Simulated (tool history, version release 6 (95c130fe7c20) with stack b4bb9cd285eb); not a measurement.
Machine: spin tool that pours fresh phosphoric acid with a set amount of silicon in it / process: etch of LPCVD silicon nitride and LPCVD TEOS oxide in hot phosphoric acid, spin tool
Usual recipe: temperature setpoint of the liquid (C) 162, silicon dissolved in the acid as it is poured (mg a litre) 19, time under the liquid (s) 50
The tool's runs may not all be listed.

run    day  temperature setpoint of the liquid (C)  silicon dissolved in the acid as it is poured (mg a litre)  time under the liquid (s)  wafers since the last listed run  hours since the thermometer was replaced  hours since the dissolved silicon flow meter was replaced  hours since the heated supply line was repaired  hours since the gauge calibration  read-back film thickness of the LPCVD silicon nitride reference wafer, read on the same gauge (nm)  thickness taken off the LPCVD silicon nitride on a monitor wafer (angstrom)
  1      0                                     162                                                          19                         50                                 0                                    1024.2                                                     1314.5                                           1891.9                              166.9                                                                                              89.987                                                                         54.5
  2  0.288                                     162                                                          19                         50                               100                                    1031.1                                                     1321.4                                           1898.8                              173.8                                                                                              89.967                                                                        54.39
  3  0.979                                     162                                                          19                         50                               241                                    1047.7                                                       1338                                           1915.4                              190.4                                                                                              89.987                                                                        55.02
  4  1.342                                     162                                                          19                         50                               126                                    1056.4                                                     1346.7                                           1924.1                              199.1                                                                                              89.997                                                                        54.91
  5  1.633                                     162                                                          19                         50                               102                                    1063.4                                                     1353.7                                           1931.1                              206.1                                                                                               90.02                                                                        54.76
  6  1.967                                     160                                                        15.5                         50                               116                                    1071.4                                                     1361.7                                           1939.1                              214.1                                                                                              89.997                                                                        51.28
     1.992  -- gauge calibrated
  7  4.071                                     162                                                          19                         50                               736                                    1121.9                                                     1412.2                                           1989.6                               49.9                                                                                              90.004                                                                        55.09
  8  4.542                                     162                                                          19                         50                               164                                    1133.2                                                     1423.5                                           2000.9                               61.2                                                                                              90.029                                                                        55.12
  9  5.238                                   159.5                                                          19                         45                               243                                    1149.9                                                     1440.2                                           2017.6                               77.9                                                                                              90.014                                                                        45.95
 10  5.746                                     162                                                          19                         50                               177                                    1162.1                                                     1452.4                                           2029.8                               90.1                                                                                                  90                                                                        55.36
 11  6.162                                     164                                                          29                         50                               145                                    1172.1                                                     1462.4                                           2039.8                              100.1                                                                                              90.009                                                                        58.76
 12  6.538                                     164                                                          19                         75                               131                                    1181.1                                                     1471.4                                           2048.8                              109.1                                                                                              90.017                                                                        87.87
     7.058  -- dissolved silicon flow meter replaced
 13  7.079                                     162                                                          19                         50                               174                                    1194.1                                                        0.5                                           2061.8                              122.1                                                                                              89.973                                                                        55.39
 14  7.646                                     162                                                          19                         50                               198                                    1207.7                                                       14.1                                           2075.4                              135.7                                                                                              89.986                                                                        54.78
 15  7.992                                     162                                                          15                         70                               120                                      1216                                                       22.4                                           2083.7                                144                                                                                              89.997                                                                        77.01
 16   8.35                                   164.5                                                        13.5                         50                               125                                    1224.6                                                         31                                           2092.3                              152.6                                                                                              89.988                                                                         60.6

Run 17 is up next; what results do you expect?
     8.558  -- thermometer replaced
     8.758  -- heated supply line repaired
 17  9.029                                     162                                                          19                         50                               208                                      11.3                                                       47.3                                              6.5                              168.9                                                                                                   ?                                                                            ?

read-back film thickness of the LPCVD silicon nitride reference wafer, read on the same gauge (nm): 89.993
thickness taken off the LPCVD silicon nitride on a monitor wafer (angstrom): 50.84
With no hidden state in the tool, this same run would have given thickness taken off the LPCVD silicon nitride on a monitor wafer (angstrom) 50.76.

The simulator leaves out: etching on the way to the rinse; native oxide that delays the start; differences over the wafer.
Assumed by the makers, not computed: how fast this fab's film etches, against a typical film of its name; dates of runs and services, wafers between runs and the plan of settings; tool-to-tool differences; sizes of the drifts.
